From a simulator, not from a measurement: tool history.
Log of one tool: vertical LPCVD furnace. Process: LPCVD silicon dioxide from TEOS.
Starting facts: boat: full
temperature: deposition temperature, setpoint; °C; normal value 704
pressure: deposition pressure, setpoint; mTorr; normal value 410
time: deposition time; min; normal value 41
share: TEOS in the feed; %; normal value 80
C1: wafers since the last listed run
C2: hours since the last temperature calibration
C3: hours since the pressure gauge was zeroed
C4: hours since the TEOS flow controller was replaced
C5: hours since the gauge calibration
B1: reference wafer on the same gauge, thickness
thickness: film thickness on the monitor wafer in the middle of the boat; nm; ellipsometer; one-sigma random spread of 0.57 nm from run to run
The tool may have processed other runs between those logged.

run 1 hour=0 | temperature=704 pressure=410 time=41 share=80 | C1=0 C2=2439.6 C3=3519.3 C4=1856.1 C5=186.2 | B1=399.05 | thickness=398.56
run 2 hour=15.7 | temperature=700 pressure=410 time=41 share=80 | C1=196 C2=2455.3 C3=3535 C4=1871.8 C5=201.9 | B1=399.01 | thickness=363.92
run 3 hour=30.2 | temperature=704 pressure=410 time=41 share=80 | C1=181 C2=2469.8 C3=3549.5 C4=1886.3 C5=216.4 | B1=399.05 | thickness=399.01
run 4 hour=47.6 | temperature=704 pressure=410 time=41 share=80 | C1=218 C2=2487.2 C3=3566.9 C4=1903.7 C5=233.8 | B1=398.91 | thickness=399.76
run 5 hour=64.1 | temperature=704 pressure=410 time=41 share=80 | C1=207 C2=2503.7 C3=3583.4 C4=1920.2 C5=250.3 | B1=398.9 | thickness=399.52
-- hour=89.2 pressure gauge zeroed
run 6 hour=89.7 | temperature=704 pressure=410 time=41 share=80 | C1=20 C2=2529.3 C3=0.5 C4=1945.8 C5=275.9 | B1=398.93 | thickness=399.34
run 7 hour=93.3 | temperature=704 pressure=410 time=49 share=80 | C1=45 C2=2532.9 C3=4.1 C4=1949.4 C5=279.5 | B1=399.08 | thickness=476.75
run 8 hour=97 | temperature=704 pressure=410 time=49 share=80 | C1=46 C2=2536.6 C3=7.8 C4=1953.1 C5=283.2 | B1=399.03 | thickness=477.47
run 9 hour=105.1 | temperature=704 pressure=410 time=41 share=80 | C1=101 C2=2544.7 C3=15.9 C4=1961.2 C5=291.3 | B1=399.08 | thickness=400.73
run 10 hour=118.2 | temperature=704 pressure=410 time=41 share=80 | C1=164 C2=2557.8 C3=29 C4=1974.3 C5=304.4 | B1=398.91 | thickness=399.62
run 11 hour=125.3 | temperature=704 pressure=410 time=41 share=80 | C1=89 C2=2564.9 C3=36.1 C4=1981.4 C5=311.5 | B1=398.87 | thickness=401.12
run 12 hour=135 | temperature=704 pressure=410 time=41 share=80 | C1=121 C2=2574.6 C3=45.8 C4=1991.1 C5=321.2 | B1=398.98 | thickness=400.43
run 13 hour=151.7 | temperature=704 pressure=410 time=41 share=80 | C1=209 C2=2591.3 C3=62.5 C4=2007.8 C5=337.9 | B1=399.1 | thickness=401.17
run 14 hour=163.7 | temperature=704 pressure=410 time=32 share=80 | C1=150 C2=2603.3 C3=74.5 C4=2019.8 C5=349.9 | B1=399.01 | thickness=312.43
run 15 hour=176.8 | temperature=704 pressure=410 time=41 share=80 | C1=164 C2=2616.4 C3=87.6 C4=2032.9 C5=363 | B1=399.04 | thickness=400.36
run 16 hour=185.6 | temperature=704 pressure=410 time=41 share=80 | C1=110 C2=2625.2 C3=96.4 C4=2041.7 C5=371.8 | B1=399.03 | thickness=402.45
run 17 hour=196.9 | temperature=711 pressure=470 time=45 share=92 | C1=141 C2=2636.5 C3=107.7 C4=2053 C5=383.1 | B1=399.07 | thickness=592.85
run 18 hour=205.3 | temperature=704 pressure=410 time=41 share=64 | C1=105 C2=2644.9 C3=116.1 C4=2061.4 C5=391.5 | B1=399.07 | thickness=359.44
run 19 hour=221.1 | temperature=704 pressure=500 time=48.5 share=92 | C1=198 C2=2660.7 C3=131.9 C4=2077.2 C5=407.3 | B1=398.9 | thickness=562.88
-- hour=245.4 gauge calibrated
-- hour=250.8 TEOS flow controller replaced
run 20 hour=270.6 | temperature=698 pressure=500 time=25 share=91 | C1=319 C2=2710.2 C3=181.4 C4=19.8 C5=25.2 | B1=398.85 | thickness=251.14
run 21 hour=285.8 | temperature=704 pressure=410 time=50.5 share=80 | C1=190 C2=2725.4 C3=196.6 C4=35 C5=40.4 | B1=399.05 | thickness=495.82
-- hour=310 thermocouples replaced and temperature profile calibrated
run 22 hour=310.5 | temperature=704 pressure=345 time=41 share=80 | C1=8 C2=0.5 C3=221.3 C4=59.7 C5=65.1 | B1=399.05 | thickness=352.69
run 23 hour=315.4 | temperature=699 pressure=485 time=30.5 share=90 | C1=61 C2=5.4 C3=226.2 C4=64.6 C5=70 | B1=398.98 | thickness=293.88
run 24 hour=327 | temperature=704 pressure=410 time=41 share=80 | C1=145 C2=17 C3=237.8 C4=76.2 C5=81.6 | B1=399.08 | thickness=385.09
run 25 hour=339.1 | temperature=704 pressure=410 time=41 share=80 | C1=151 C2=29.1 C3=249.9 C4=88.3 C5=93.7 | B1=399.04 | thickness=384.91
run 26 hour=372.2 | temperature=704 pressure=410 time=41 share=80 | C1=415 C2=62.2 C3=283 C4=121.4 C5=126.8 | B1=399.1 | thickness=384.48
run 27 hour=390.1 | temperature=704 pressure=410 time=28 share=75 | C1=224 C2=80.1 C3=300.9 C4=139.3 C5=144.7 | B1=398.99 | thickness=253.38
run 28 hour=400.8 | temperature=704 pressure=410 time=41 share=93 | C1=134 C2=90.8 C3=311.6 C4=150 C5=155.4 | B1=398.94 | thickness=415.3
run 29 hour=417.3 | temperature=704 pressure=350 time=41 share=70 | C1=207 C2=107.3 C3=328.1 C4=166.5 C5=171.9 | B1=399.06 | thickness=332.14
run 30 hour=432.4 | temperature=704 pressure=410 time=41 share=75 | C1=189 C2=122.4 C3=343.2 C4=181.6 C5=187 | B1=399.03 | thickness=372.92

Hidden state or all else? Some run-to-run changes of thickness, split into what the settings, what came in and random variation would give without the hidden state, and what is left for the hidden state (with any gauge scatter that isn't in both results):
Hidden state at play: true tube temperature minus thermocouple reading, K; true pressure minus gauge reading, mTorr; deviation of the TEOS flow from its setpoint, %; gauge reads high (%).
Run 17 -> 18: temperature 711 -> 704, pressure 470 -> 410, time 45 -> 41, share 92 -> 64. thickness -233.41 nm: hidden state -10.84, all else -222.57.
Run 19 -> 20: temperature 704 -> 698, time 48.5 -> 25, share 92 -> 91, gauge calibrated, TEOS flow controller replaced. thickness -311.74 nm: hidden state -14.82, all else -296.92.
Run 20 -> 21: temperature 698 -> 704, pressure 500 -> 410, time 25 -> 50.5, share 91 -> 80. thickness +244.68 nm: hidden state +12.62, all else +232.06.
Run 21 -> 22: pressure 410 -> 345, time 50.5 -> 41, thermocouples replaced and temperature profile calibrated. thickness -143.13 nm: hidden state -23.09, all else -120.04.
